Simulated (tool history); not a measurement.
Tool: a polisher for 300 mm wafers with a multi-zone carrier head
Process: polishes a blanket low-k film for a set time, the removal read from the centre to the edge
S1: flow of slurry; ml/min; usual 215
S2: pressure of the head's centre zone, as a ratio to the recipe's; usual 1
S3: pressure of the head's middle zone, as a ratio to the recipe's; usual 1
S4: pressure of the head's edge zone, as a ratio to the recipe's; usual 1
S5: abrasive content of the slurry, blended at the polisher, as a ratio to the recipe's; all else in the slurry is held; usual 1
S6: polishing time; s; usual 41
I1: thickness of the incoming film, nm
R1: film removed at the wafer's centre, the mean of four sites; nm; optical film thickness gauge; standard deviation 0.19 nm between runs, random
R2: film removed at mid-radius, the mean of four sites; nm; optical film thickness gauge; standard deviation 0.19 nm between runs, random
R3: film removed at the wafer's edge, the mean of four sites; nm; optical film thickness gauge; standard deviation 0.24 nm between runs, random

run,day,S1,S2,S3,S4,S5,S6,I1,R1,R2,R3
1,0,215,1,0.92,1,1,41,723.9,16.3,17.7,19.6
# day 0.779: worn pad replaced by a new one
2,0.8,215,1,0.92,1,1,41,704.3,16.3,17.8,19
3,1.121,215,1,0.92,1,1,41,726.6,16.2,18,19.8
# day 1.792: centre zone pressure recalibrated
4,1.812,215,1,1,1,1,41,710.5,18.5,19.1,19.3
5,2.488,215,1,1,1,1,41,710.1,18.7,19,19.2
6,3.208,190,1.1,0.95,1,1,41,713.9,19.7,18.2,19.2
7,3.796,215,0.97,0.91,1,1,37,727.3,16.5,15.6,17.7
# day 4.388: slurry nozzle cleaned
8,4.471,215,1,1,1,1,41,733.4,18.5,19.1,19.1
# day 4.933: worn pad replaced by a new one
9,5.217,235,0.91,1.06,1,1,41,733.1,17,20.1,19.4
# day 5.775: carrier head's membrane replaced by a new one
10,5.95,215,1,1,0.96,1,41,708.4,18.3,19.1,18.9
11,6.654,190,1.05,1.04,1,1,30,708.7,13.9,14.2,13.9
12,6.912,215,1.11,1,1,1.15,41,719.4,21.3,19.6,20.2
13,7.612,265,1,1.08,0.96,1.15,41,728.1,19.9,22,19.8
14,8.283,215,0.93,1,1,1,41,716.9,17.2,19.2,19.2
15,8.808,190,1.04,1,1.05,1,41,713.1,18.4,18.4,19.5
16,9.321,215,1,1,1,1,41,713.8,18.2,19.1,19.6
# day 9.8: worn pad replaced by a new one
17,9.904,155,0.91,1,1.11,1,41,717.6,15.6,18.2,19.6
18,10.208,215,1,1,1,1,27,723.2,12,12.6,12.6
19,10.683,215,1,1,1,1,54,717,24,25.2,26
20,11.071,215,1.09,1,1,1,49,715.5,23.5,23,22.8
21,11.346,240,1,1,1,1,41,728.2,18.4,19.3,19.4
22,11.654,265,1,1,1,1.15,41,714.4,19.7,20.5,20
23,12.3,215,1.09,1,1,1.25,30,727.8,15.3,14.8,14.9

Forecast each of these 3 alternatives for the next run:
A,12.317,215,1,1,1,1,41,722.3,?,?,?
B,12.317,170,1,1,1,1.3,35,722.3,?,?,?
C,12.317,215,1,0.9,1,1,41,722.3,?,?,?

run,R1,R2,R3
A,18.2,18.9,19.5
B,16,16.7,17.4
C,18.1,17.3,19.5
The same runs, with their run-to-run variation unchanged, on a tool lacking any hidden condition would have given:
run,R1,R2,R3
A,18.6,18.9,19.5
B,16.4,16.7,17.4
C,18.6,17.3,19.5
